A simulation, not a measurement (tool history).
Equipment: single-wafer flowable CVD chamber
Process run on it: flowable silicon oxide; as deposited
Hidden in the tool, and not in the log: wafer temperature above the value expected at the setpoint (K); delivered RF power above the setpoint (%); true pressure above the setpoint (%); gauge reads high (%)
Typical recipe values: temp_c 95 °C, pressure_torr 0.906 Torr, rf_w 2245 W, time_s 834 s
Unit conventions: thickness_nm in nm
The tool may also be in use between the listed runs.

run	hour	temp_c	pressure_torr	rf_w	time_s	wafers since the last listed run	hours since the last thermocouple change	hours since the last RF generator calibration	hours since the last manometer calibration	hours since the showerhead was replaced	hours since the gauge calibration	read-back reference wafer on the same gauge, thickness_nm	thickness_nm
1	0	95	0.906	2245	716	0	942.6	1606.7	2131.8	5804.3	354	708.571	606.405
# hour 39.1: capacitance manometer re-zeroed and calibrated
2	39.6	95	0.906	2245	716	54	982.2	1646.3	0.5	5843.9	393.6	708.358	566.564
# hour 51.2: showerhead replaced
3	62.3	95	0.906	2245	716	25	1004.9	1669	23.2	11.1	416.3	707.067	569.411
# hour 96.8: thermocouple changed; heater temperature recalibrated
4	97.3	95	0.906	2245	834	46	0.5	1704	58.2	46.1	451.3	708.014	685.899
5	125.7	95	0.906	2245	834	49	28.9	1732.4	86.6	74.5	479.7	707.731	689.303
6	148.6	95	0.906	2110	834	39	51.8	1755.3	109.5	97.4	502.6	706.715	684.541
7	182.2	95	0.906	2110	834	58	85.4	1788.9	143.1	131	536.2	708.111	677.589
8	213	95	0.906	2410	963	53	116.2	1819.7	173.9	161.8	567	708.271	807.649
9	233.4	95	0.906	2395	834	35	136.6	1840.1	194.3	182.2	587.4	707.613	699.201
# hour 240.5: gauge calibrated
10	245.7	95	1.061	2470	834	21	148.9	1852.4	206.6	194.5	5.2	708.819	816.038
11	265.5	95	0.906	2245	834	34	168.7	1872.2	226.4	214.3	25	707.902	684.524
12	296.8	95	0.685	2245	983	54	200	1903.5	257.7	245.6	56.3	708.917	610.116
# hour 305.1: RF generator calibrated
13	314.6	95	1.026	2245	834	16	217.8	9.5	275.5	263.4	74.1	708.957	779.861
14	327.6	95	1.028	2245	834	22	230.8	22.5	288.5	276.4	87.1	708.563	780.581
15	355.1	83	0.906	2245	744	47	258.3	50	316	303.9	114.6	708.249	938.326
16	390.7	83	0.729	2020	973	61	293.9	85.6	351.6	339.5	150.2	707.696	965.679
17	409.2	88	1.068	2245	910	31	312.4	104.1	370.1	358	168.7	707.898	1137.964
18	445	95	0.906	2245	834	61	348.2	139.9	405.9	393.8	204.5	707.274	692.882
19	457.2	95	0.906	2245	834	21	360.4	152.1	418.1	406	216.7	707.969	686.978
20	482.4	95	1.092	2245	895	43	385.6	177.3	443.3	431.2	241.9	707.362	888.174
21	517.1	101	0.771	2405	893	59	420.3	212	478	465.9	276.6	708.776	503.144
22	549.9	95	0.906	2245	834	56	453.1	244.8	510.8	498.7	309.4	708.255	681.805
23	582.3	95	0.906	2245	834	56	485.5	277.2	543.2	531.1	341.8	708.632	686.956
24	605.5	90	0.716	2105	834	40	508.7	300.4	566.4	554.3	365	708.707	645.806
25	625.2	87	1.084	2245	834	34	528.4	320.1	586.1	574	384.7	708.01	1088.339
26	653.2	88	0.906	2245	834	48	556.4	348.1	614.1	602	412.7	707.467	885.03
27	675	95	1.081	2040	894	37	578.2	369.9	635.9	623.8	434.5	709.285	859.182

Each row is a separate what-if for the run after 27, all from the same tool condition, not one after another. Results?
A	675.6	95	1.043	2245	834	1	578.8	370.5	636.5	624.4	435.1	?	?
B	675.6	95	0.906	2025	834	1	578.8	370.5	636.5	624.4	435.1	?	?
C	675.6	101	1.115	2655	713	1	578.8	370.5	636.5	624.4	435.1	?	?
D	675.6	104	0.906	1845	834	1	578.8	370.5	636.5	624.4	435.1	?	?
E	675.6	86	1.024	1905	913	1	578.8	370.5	636.5	624.4	435.1	?	?

run	read-back reference wafer on the same gauge, thickness_nm	thickness_nm
A	707.908	796.202
B	707.908	680.556
C	707.908	589.737
D	707.908	476.722
E	707.908	1155.2
With the hidden condition removed and each run's random variation left untouched, the same runs would have given:
run	thickness_nm
A	787.422
B	673.051
C	584.483
D	471.483
E	1141.253
